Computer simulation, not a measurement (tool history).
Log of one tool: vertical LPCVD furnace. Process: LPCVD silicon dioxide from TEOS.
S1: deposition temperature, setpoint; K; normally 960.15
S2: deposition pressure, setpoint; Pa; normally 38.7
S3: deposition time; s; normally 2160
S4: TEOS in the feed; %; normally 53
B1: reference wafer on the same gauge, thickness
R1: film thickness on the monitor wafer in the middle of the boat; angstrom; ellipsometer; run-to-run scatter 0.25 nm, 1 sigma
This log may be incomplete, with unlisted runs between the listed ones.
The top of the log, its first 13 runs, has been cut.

run 14 hour=353.5 | S1=960.15 S2=38.7 S3=2610 S4=53 | B1=193.96 | R1=2041.9
run 15 hour=371.1 | S1=960.15 S2=38.7 S3=2160 S4=46 | B1=193.99 | R1=1580
run 16 hour=384.3 | S1=954.15 S2=48 S3=2910 S4=49 | B1=193.95 | R1=2115
run 17 hour=461.6 | S1=960.15 S2=33.3 S3=2160 S4=44 | B1=194.06 | R1=1435.1
run 18 hour=495 | S1=969.15 S2=36 S3=1380 S4=53 | B1=194.05 | R1=1293.1
run 19 hour=510.4 | S1=953.15 S2=44 S3=1500 S4=50 | B1=194.1 | R1=1030.3
run 20 hour=529.2 | S1=960.15 S2=34 S3=1830 S4=44 | B1=193.93 | R1=1226.3
run 21 hour=563.1 | S1=969.15 S2=38.7 S3=2160 S4=53 | B1=193.99 | R1=2101.4
run 22 hour=660 | S1=960.15 S2=38.7 S3=2160 S4=53 | B1=194.02 | R1=1697.9
run 23 hour=693.3 | S1=949.15 S2=48 S3=1740 S4=47 | B1=193.9 | R1=1106.8
run 24 hour=709.5 | S1=960.15 S2=38.7 S3=2160 S4=53 | B1=194 | R1=1701.9
run 25 hour=728.5 | S1=960.15 S2=38.7 S3=1530 S4=53 | B1=194 | R1=1206.7
run 26 hour=763.1 | S1=950.15 S2=38.7 S3=2160 S4=53 | B1=194 | R1=1336.6
run 27 hour=793.2 | S1=960.15 S2=38.7 S3=2160 S4=53 | B1=194.07 | R1=1706.1
run 28 hour=828.1 | S1=967.15 S2=44 S3=2160 S4=53 | B1=194.05 | R1=2145.9
run 29 hour=860.1 | S1=971.15 S2=38.7 S3=2580 S4=53 | B1=194.06 | R1=2643.3
run 30 hour=877.2 | S1=960.15 S2=38.7 S3=2160 S4=53 | B1=194.01 | R1=1702.9
run 31 hour=891.6 | S1=960.15 S2=38.7 S3=2160 S4=50 | B1=193.93 | R1=1655.4
run 32 hour=910.9 | S1=954.15 S2=46 S3=2610 S4=60 | B1=194.01 | R1=2072.3

Consider 3 possible next runs. They are alternatives, not a sequence: every one starts from the tool as it was left by run 32. What does each give?
run A hour=915.6 | S1=960.15 S2=38.7 S3=2160 S4=53 | B1=? | R1=?
run B hour=915.6 | S1=960.15 S2=32.7 S3=2160 S4=53 | B1=? | R1=?
run C hour=915.6 | S1=948.15 S2=35.3 S3=2160 S4=53 | B1=? | R1=?

run=A B1=193.91 R1=1706.9
run=B B1=193.91 R1=1568.9
run=C B1=193.91 R1=1220.6
Without the tool's unlogged condition, the same runs would have read:
run=A R1=1679.2
run=B R1=1543.4
run=C R1=1200.6
